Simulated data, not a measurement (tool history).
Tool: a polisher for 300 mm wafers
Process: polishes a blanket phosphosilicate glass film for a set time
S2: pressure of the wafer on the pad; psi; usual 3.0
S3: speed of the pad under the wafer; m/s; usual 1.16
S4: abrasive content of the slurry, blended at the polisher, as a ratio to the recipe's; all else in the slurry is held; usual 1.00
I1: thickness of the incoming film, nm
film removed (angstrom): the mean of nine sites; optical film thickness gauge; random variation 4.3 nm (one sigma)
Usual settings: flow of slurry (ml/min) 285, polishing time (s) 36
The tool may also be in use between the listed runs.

run 1 hour=0.0 | flow_of_slurry_(ml/min)=285 S2=3.0 S3=1.16 S4=1.00 polishing_time_(s)=36 | I1=4334.4 | film_removed_(angstrom)=2808
-- hour=47.4 worn pad replaced by a new one
run 2 hour=47.9 | flow_of_slurry_(ml/min)=285 S2=3.0 S3=1.16 S4=1.00 polishing_time_(s)=36 | I1=4339.5 | film_removed_(angstrom)=2687
-- hour=105.4 conditioning disc replaced and pad reconditioned
run 3 hour=105.9 | flow_of_slurry_(ml/min)=285 S2=3.0 S3=1.16 S4=1.00 polishing_time_(s)=36 | I1=4367.2 | film_removed_(angstrom)=2544
run 4 hour=159.9 | flow_of_slurry_(ml/min)=285 S2=3.0 S3=1.16 S4=1.00 polishing_time_(s)=36 | I1=4339.4 | film_removed_(angstrom)=2536
-- hour=209.6 slurry blender recalibrated
-- hour=265.0 slurry nozzle cleaned
-- hour=319.1 worn pad replaced by a new one
run 5 hour=352.6 | flow_of_slurry_(ml/min)=285 S2=3.0 S3=1.16 S4=1.25 polishing_time_(s)=36 | I1=4355.0 | film_removed_(angstrom)=3054
run 6 hour=394.9 | flow_of_slurry_(ml/min)=285 S2=3.0 S3=1.16 S4=1.25 polishing_time_(s)=36 | I1=4349.6 | film_removed_(angstrom)=2934
-- hour=419.4 conditioning disc replaced and pad reconditioned
run 7 hour=452.2 | flow_of_slurry_(ml/min)=285 S2=3.0 S3=1.16 S4=1.25 polishing_time_(s)=36 | I1=4353.7 | film_removed_(angstrom)=2820
run 8 hour=492.7 | flow_of_slurry_(ml/min)=285 S2=3.0 S3=1.16 S4=1.00 polishing_time_(s)=36 | I1=4361.9 | film_removed_(angstrom)=2302
run 9 hour=534.8 | flow_of_slurry_(ml/min)=285 S2=3.0 S3=1.16 S4=1.00 polishing_time_(s)=36 | I1=4411.9 | film_removed_(angstrom)=2253
-- hour=605.9 worn pad replaced by a new one
-- hour=661.3 slurry blender recalibrated
run 10 hour=695.0 | flow_of_slurry_(ml/min)=285 S2=3.0 S3=1.16 S4=1.00 polishing_time_(s)=36 | I1=4381.3 | film_removed_(angstrom)=2602
-- hour=720.3 conditioning disc replaced and pad reconditioned
run 11 hour=732.5 | flow_of_slurry_(ml/min)=285 S2=3.0 S3=1.16 S4=1.00 polishing_time_(s)=36 | I1=4348.4 | film_removed_(angstrom)=2618
-- hour=782.3 slurry nozzle cleaned
run 12 hour=796.2 | flow_of_slurry_(ml/min)=285 S2=3.0 S3=1.16 S4=1.00 polishing_time_(s)=36 | I1=4288.8 | film_removed_(angstrom)=2537
run 13 hour=822.3 | flow_of_slurry_(ml/min)=350 S2=3.0 S3=0.96 S4=1.00 polishing_time_(s)=31 | I1=4332.0 | film_removed_(angstrom)=1862
run 14 hour=861.7 | flow_of_slurry_(ml/min)=285 S2=3.0 S3=1.16 S4=1.00 polishing_time_(s)=36 | I1=4328.8 | film_removed_(angstrom)=2403
-- hour=895.4 worn pad replaced by a new one
run 15 hour=899.9 | flow_of_slurry_(ml/min)=285 S2=3.0 S3=1.16 S4=1.00 polishing_time_(s)=36 | I1=4382.0 | film_removed_(angstrom)=2407
-- hour=970.2 head pressure recalibrated
run 16 hour=970.5 | flow_of_slurry_(ml/min)=285 S2=3.0 S3=1.16 S4=1.00 polishing_time_(s)=36 | I1=4329.9 | film_removed_(angstrom)=2559
-- hour=1021.5 conditioning disc replaced and pad reconditioned
run 17 hour=1029.4 | flow_of_slurry_(ml/min)=285 S2=3.0 S3=1.16 S4=1.00 polishing_time_(s)=46 | I1=4389.4 | film_removed_(angstrom)=3149
-- hour=1054.1 slurry blender recalibrated
run 18 hour=1079.0 | flow_of_slurry_(ml/min)=285 S2=3.0 S3=1.16 S4=1.00 polishing_time_(s)=36 | I1=4408.0 | film_removed_(angstrom)=2906
run 19 hour=1123.2 | flow_of_slurry_(ml/min)=285 S2=3.0 S3=1.16 S4=1.15 polishing_time_(s)=36 | I1=4352.6 | film_removed_(angstrom)=3111
run 20 hour=1176.6 | flow_of_slurry_(ml/min)=285 S2=3.7 S3=1.34 S4=1.00 polishing_time_(s)=36 | I1=4392.2 | film_removed_(angstrom)=3760
-- hour=1198.2 worn pad replaced by a new one
run 21 hour=1240.7 | flow_of_slurry_(ml/min)=285 S2=3.4 S3=1.16 S4=1.00 polishing_time_(s)=47 | I1=4358.1 | film_removed_(angstrom)=3939
-- hour=1264.8 conditioning disc replaced and pad reconditioned
run 22 hour=1281.1 | flow_of_slurry_(ml/min)=285 S2=3.7 S3=1.16 S4=0.80 polishing_time_(s)=36 | I1=4302.2 | film_removed_(angstrom)=2562
run 23 hour=1338.4 | flow_of_slurry_(ml/min)=285 S2=3.0 S3=1.16 S4=1.00 polishing_time_(s)=36 | I1=4351.3 | film_removed_(angstrom)=2496
-- hour=1376.0 slurry nozzle cleaned
run 24 hour=1376.5 | flow_of_slurry_(ml/min)=285 S2=2.2 S3=0.98 S4=1.00 polishing_time_(s)=45 | I1=4332.7 | film_removed_(angstrom)=1939

Forecast each of these 4 alternatives for the next run:
run A hour=1376.9 | flow_of_slurry_(ml/min)=285 S2=3.0 S3=1.16 S4=1.00 polishing_time_(s)=36 | I1=4328.8 | film_removed_(angstrom)=?
run B hour=1376.9 | flow_of_slurry_(ml/min)=235 S2=3.0 S3=1.16 S4=1.00 polishing_time_(s)=36 | I1=4328.8 | film_removed_(angstrom)=?
run C hour=1376.9 | flow_of_slurry_(ml/min)=335 S2=3.0 S3=1.16 S4=1.00 polishing_time_(s)=36 | I1=4328.8 | film_removed_(angstrom)=?
run D hour=1376.9 | flow_of_slurry_(ml/min)=230 S2=3.5 S3=1.16 S4=1.00 polishing_time_(s)=36 | I1=4328.8 | film_removed_(angstrom)=?

run=A film_removed_(angstrom)=2432
run=B film_removed_(angstrom)=2396
run=C film_removed_(angstrom)=2459
run=D film_removed_(angstrom)=2790
Without the tool's hidden state the same runs would have given:
run=A film_removed_(angstrom)=2936
run=B film_removed_(angstrom)=2893
run=C film_removed_(angstrom)=2969
run=D film_removed_(angstrom)=3369

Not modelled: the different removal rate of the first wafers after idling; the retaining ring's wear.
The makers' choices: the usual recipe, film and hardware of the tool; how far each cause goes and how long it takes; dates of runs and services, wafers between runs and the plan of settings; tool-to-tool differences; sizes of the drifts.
